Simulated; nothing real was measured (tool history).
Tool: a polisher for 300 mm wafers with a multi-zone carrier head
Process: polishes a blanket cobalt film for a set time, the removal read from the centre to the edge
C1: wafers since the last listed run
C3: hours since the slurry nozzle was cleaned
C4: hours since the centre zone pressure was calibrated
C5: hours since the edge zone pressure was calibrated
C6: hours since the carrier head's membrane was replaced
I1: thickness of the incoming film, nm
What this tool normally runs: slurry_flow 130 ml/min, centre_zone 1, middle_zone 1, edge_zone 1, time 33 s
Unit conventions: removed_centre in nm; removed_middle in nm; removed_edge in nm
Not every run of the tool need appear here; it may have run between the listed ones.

Run 1, hour 0: usual settings; C1 0; wafers polished on this pad 1815; C3 317.2; C4 742.9; C5 248.6; C6 244.1; I1 684. Result: removed_centre 107.1 nm, removed_middle 111.7 nm, removed_edge 113.1 nm.
Run 2, hour 63.4: usual settings; C1 574; wafers polished on this pad 2390; C3 380.6; C4 806.3; C5 312; C6 307.5; I1 674.1. Result: removed_centre 107.9 nm, removed_middle 112.2 nm, removed_edge 111.8 nm.
Run 3, hour 111.7: usual settings; C1 437; wafers polished on this pad 2827; C3 428.9; C4 854.6; C5 360.3; C6 355.8; I1 690.4. Result: removed_centre 107.4 nm, removed_middle 110.7 nm, removed_edge 112.5 nm.
At hour 208.3: centre zone pressure recalibrated.
Run 4, hour 218.4: usual settings but slurry_flow 100 ml/min, time 25 s; C1 948; wafers polished on this pad 3776; C3 535.6; C4 10.1; C5 467; C6 462.5; I1 679.3. Result: removed_centre 76.5 nm, removed_middle 76.5 nm, removed_edge 81.4 nm.
At hour 245.2: edge zone pressure recalibrated.
Run 5, hour 261.4: usual settings but centre_zone 1.06; C1 371; wafers polished on this pad 4148; C3 578.6; C4 53.1; C5 16.2; C6 505.5; I1 685.8. Result: removed_centre 117.2 nm, removed_middle 112 nm, removed_edge 114.9 nm.
At hour 302.1: worn pad replaced by a new one.
At hour 303.4: carrier head's membrane replaced by a new one.
Run 6, hour 303.9: usual settings; C1 336; wafers polished on this pad 4; C3 621.1; C4 95.6; C5 58.7; C6 0.5; I1 687.9. Result: removed_centre 109.2 nm, removed_middle 112.4 nm, removed_edge 114.4 nm.
Run 7, hour 361.5: usual settings; C1 522; wafers polished on this pad 526; C3 678.7; C4 153.2; C5 116.3; C6 58.1; I1 677.7. Result: removed_centre 107.9 nm, removed_middle 110.4 nm, removed_edge 111.6 nm.
Run 8, hour 456.1: usual settings but slurry_flow 165 ml/min, centre_zone 1.07, edge_zone 1.1, time 21 s; C1 857; wafers polished on this pad 1384; C3 773.3; C4 247.8; C5 210.9; C6 152.7; I1 676.5. Result: removed_centre 79.6 nm, removed_middle 75.1 nm, removed_edge 77.6 nm.
Run 9, hour 508.7: usual settings but middle_zone 1.08, edge_zone 0.9, time 39 s; C1 476; wafers polished on this pad 1860; C3 825.9; C4 300.4; C5 263.5; C6 205.3; I1 680.2. Result: removed_centre 127.2 nm, removed_middle 140.1 nm, removed_edge 127.6 nm.
At hour 531.8: slurry nozzle cleaned.
Run 10, hour 584.2: usual settings but edge_zone 1.04; C1 675; wafers polished on this pad 2536; C3 52.4; C4 375.9; C5 339; C6 280.8; I1 676.1. Result: removed_centre 111.2 nm, removed_middle 113.8 nm, removed_edge 115.2 nm.
Run 11, hour 632.3: usual settings but time 23 s; C1 435; wafers polished on this pad 2972; C3 100.5; C4 424; C5 387.1; C6 328.9; I1 677.2. Result: removed_centre 76.9 nm, removed_middle 77.6 nm, removed_edge 80.3 nm.
At hour 659.3: edge zone pressure recalibrated.
Run 12, hour 687: usual settings but edge_zone 1.09, time 21 s; C1 477; wafers polished on this pad 3449; C3 155.2; C4 478.7; C5 27.7; C6 383.6; I1 670.1. Result: removed_centre 69.8 nm, removed_middle 71.5 nm, removed_edge 74.9 nm.
Run 13, hour 733.2: usual settings but centre_zone 1.1; C1 418; wafers polished on this pad 3868; C3 201.4; C4 524.9; C5 73.9; C6 429.8; I1 684.4. Result: removed_centre 119.1 nm, removed_middle 112.1 nm, removed_edge 114.7 nm.
At hour 763.4: worn pad replaced by a new one.
Run 14, hour 804.1: usual settings but centre_zone 0.88, middle_zone 0.96; C1 606; wafers polished on this pad 368; C3 272.3; C4 595.8; C5 144.8; C6 500.7; I1 680.9. Result: removed_centre 94 nm, removed_middle 108 nm, removed_edge 114.6 nm.
Run 15, hour 858.4: usual settings but slurry_flow 120 ml/min, edge_zone 1.1; C1 492; wafers polished on this pad 860; C3 326.6; C4 650.1; C5 199.1; C6 555; I1 674.5. Result: removed_centre 103.5 nm, removed_middle 108.7 nm, removed_edge 119 nm.
At hour 881.9: carrier head's membrane replaced by a new one.
Run 16, hour 911.9: usual settings; C1 439; wafers polished on this pad 1300; C3 380.1; C4 703.6; C5 252.6; C6 30; I1 683.2. Result: removed_centre 106.5 nm, removed_middle 112.4 nm, removed_edge 113.5 nm.
Run 17, hour 1001.8: usual settings but centre_zone 1.06, edge_zone 1.05; C1 814; wafers polished on this pad 2115; C3 470; C4 793.5; C5 342.5; C6 119.9; I1 684.5. Result: removed_centre 112.5 nm, removed_middle 110.3 nm, removed_edge 118.1 nm.
Run 18, hour 1084.6: usual settings but centre_zone 1.09, middle_zone 0.96, time 25 s; C1 750; wafers polished on this pad 2865; C3 552.8; C4 876.3; C5 425.3; C6 202.7; I1 677.1. Result: removed_centre 87.8 nm, removed_middle 79.9 nm, removed_edge 86 nm.
Run 19, hour 1132.3: usual settings; C1 432; wafers polished on this pad 3297; C3 600.5; C4 924; C5 473; C6 250.4; I1 669.9. Result: removed_centre 106.3 nm, removed_middle 112.2 nm, removed_edge 113.7 nm.
At hour 1166.8: edge zone pressure recalibrated.
Run 20, hour 1178.5: usual settings; C1 400; wafers polished on this pad 3698; C3 646.7; C4 970.2; C5 11.7; C6 296.6; I1 675.5. Result: removed_centre 104.9 nm, removed_middle 110 nm, removed_edge 112 nm.
At hour 1192.7: centre zone pressure recalibrated.
At hour 1193.2: worn pad replaced by a new one.
Run 21, hour 1254: usual settings; C1 661; wafers polished on this pad 550; C3 722.2; C4 61.3; C5 87.2; C6 372.1; I1 695. Result: removed_centre 109.8 nm, removed_middle 110.6 nm, removed_edge 111.3 nm.

What if the next run were any one of these 5? Each begins from the tool's condition after run 21:
Run A, hour 1254.4: usual settings but centre_zone 1.05; C1 3; wafers polished on this pad 554; C3 722.6; C4 61.7; C5 87.6; C6 372.5; I1 683. Result: removed_centre ?, removed_middle ?, removed_edge ?.
Run B, hour 1254.4: usual settings but slurry_flow 90 ml/min, edge_zone 1.09; C1 3; wafers polished on this pad 554; C3 722.6; C4 61.7; C5 87.6; C6 372.5; I1 683. Result: removed_centre ?, removed_middle ?, removed_edge ?.
Run C, hour 1254.4: usual settings but centre_zone 0.89, middle_zone 0.94, time 28 s; C1 3; wafers polished on this pad 554; C3 722.6; C4 61.7; C5 87.6; C6 372.5; I1 683. Result: removed_centre ?, removed_middle ?, removed_edge ?.
Run D, hour 1254.4: usual settings but slurry_flow 85 ml/min, centre_zone 0.88, edge_zone 1.07, time 42 s; C1 3; wafers polished on this pad 554; C3 722.6; C4 61.7; C5 87.6; C6 372.5; I1 683. Result: removed_centre ?, removed_middle ?, removed_edge ?.
Run E, hour 1254.4: usual settings but middle_zone 1.07, edge_zone 0.89; C1 3; wafers polished on this pad 554; C3 722.6; C4 61.7; C5 87.6; C6 372.5; I1 683. Result: removed_centre ?, removed_middle ?, removed_edge ?.

run  removed_centre  removed_middle  removed_edge
  A           116.1           110.2         114.4
  B            94.7            96.5         109.4
  C            83.3            88.9          97.2
  D           102.6           119.7         135.7
  E           110.6           116.8         108.2
With the hidden condition removed and each run's random variation left untouched, the same runs would have given:
run  removed_centre  removed_middle  removed_edge
  A           124.2           115.6         118.3
  B           104.2           103.6         114.5
  C            89.2            93.2         100.5
  D           113.6             129         142.3
  E           118.3           122.5         111.9

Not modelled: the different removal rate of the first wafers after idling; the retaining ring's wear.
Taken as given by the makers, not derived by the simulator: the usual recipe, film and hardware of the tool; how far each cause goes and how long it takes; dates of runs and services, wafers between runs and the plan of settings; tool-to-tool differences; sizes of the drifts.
